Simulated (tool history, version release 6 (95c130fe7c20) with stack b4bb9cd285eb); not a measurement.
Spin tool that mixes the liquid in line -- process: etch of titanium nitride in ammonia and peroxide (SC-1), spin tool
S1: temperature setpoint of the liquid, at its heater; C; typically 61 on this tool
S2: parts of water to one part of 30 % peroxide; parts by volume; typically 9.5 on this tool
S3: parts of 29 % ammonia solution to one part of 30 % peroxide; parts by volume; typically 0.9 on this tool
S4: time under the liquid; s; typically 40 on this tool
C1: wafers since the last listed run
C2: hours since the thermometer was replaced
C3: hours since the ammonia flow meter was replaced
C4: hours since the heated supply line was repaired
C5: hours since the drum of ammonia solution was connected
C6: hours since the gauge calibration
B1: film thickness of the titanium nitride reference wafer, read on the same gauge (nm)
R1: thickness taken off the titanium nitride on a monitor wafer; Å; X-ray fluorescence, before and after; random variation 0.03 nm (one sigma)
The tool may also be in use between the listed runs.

run   hour    S1   S2    S3  S4   C1      C2     C3     C4     C5     C6      B1     R1
  1      0    61  9.5   0.9  40    0  2449.9    358  574.4  666.4   19.7  129.95   90.4
  2   17.2    61  9.5   0.9  40  138  2467.1  375.2  591.6  683.6   36.9  130.01   90.9
  3   24.6    61  9.5   0.9  40   59  2474.5  382.6    599    691   44.3     130   90.8
  4   37.1  55.5  9.5   0.9  40  100    2487  395.1  611.5  703.5   56.8  130.02   63.3
  5   49.8  55.5  9.5   0.9  40  102  2499.7  407.8  624.2  716.2   69.5  129.99   62.9
  6   60.7    61  9.5   0.9  20   87  2510.6  418.7  635.1  727.1   80.4     130   45.4
      76.4  -- ammonia flow meter replaced
  7   76.8    61  9.5   0.9  40  121  2526.7    0.4  651.2  743.2   96.5  129.99   90.9
      89.6  -- heated supply line repaired
  8   93.3    61  9.5   0.9  40  124  2543.2   16.9    3.7  759.7    113  129.95   90.7
  9  109.9    61  9.5   0.9  40  133  2559.8   33.5   20.3  776.3  129.6     130     91
 10  119.3    61  9.5   0.9  30   75  2569.2   42.9   29.7  785.7    139     130   68.6
 11  131.9    61  9.5   0.6  40  101  2581.8   55.5   42.3  798.3  151.6  130.02   85.1
       136  -- thermometer replaced
     138.4  -- gauge calibrated
 12  142.9    61  9.5   0.9  40   80     6.9   66.5   53.3  809.3    4.5     130   90.7
       145  -- new drum of ammonia solution connected
 13  153.5    53  9.5   1.2  40   77    17.5   77.1   63.9    8.5   15.1  129.97   55.6
 14  164.7    57  6.5  1.05  30   90    28.7   88.3   75.1   19.7   26.3  129.99     64
 15  182.6    61  9.5   0.9  60  143    46.6  106.2     93   37.6   44.2  130.03    137
 16  189.1    61  9.5   0.9  40   52    53.1  112.7   99.5   44.1   50.7  129.99     91
 17  202.4    70  9.5   0.9  50  106    66.4    126  112.8   57.4     64  129.98  200.8

What differs in the tool's unlogged condition from the final listed run ahead of each entry between runs to the first listed run following it?
Runs 6 to 7: ammonia flow meter replaced (hour 76.4)
  the hidden state is the same at both runs
Runs 7 to 8: heated supply line repaired (hour 89.6)
  the hidden state is the same at both runs
Runs 11 to 12: thermometer replaced (hour 136); gauge calibrated (hour 138.4)
  the hidden state is the same at both runs
Runs 12 to 13: new drum of ammonia solution connected (hour 145)
  the hidden state is the same at both runs

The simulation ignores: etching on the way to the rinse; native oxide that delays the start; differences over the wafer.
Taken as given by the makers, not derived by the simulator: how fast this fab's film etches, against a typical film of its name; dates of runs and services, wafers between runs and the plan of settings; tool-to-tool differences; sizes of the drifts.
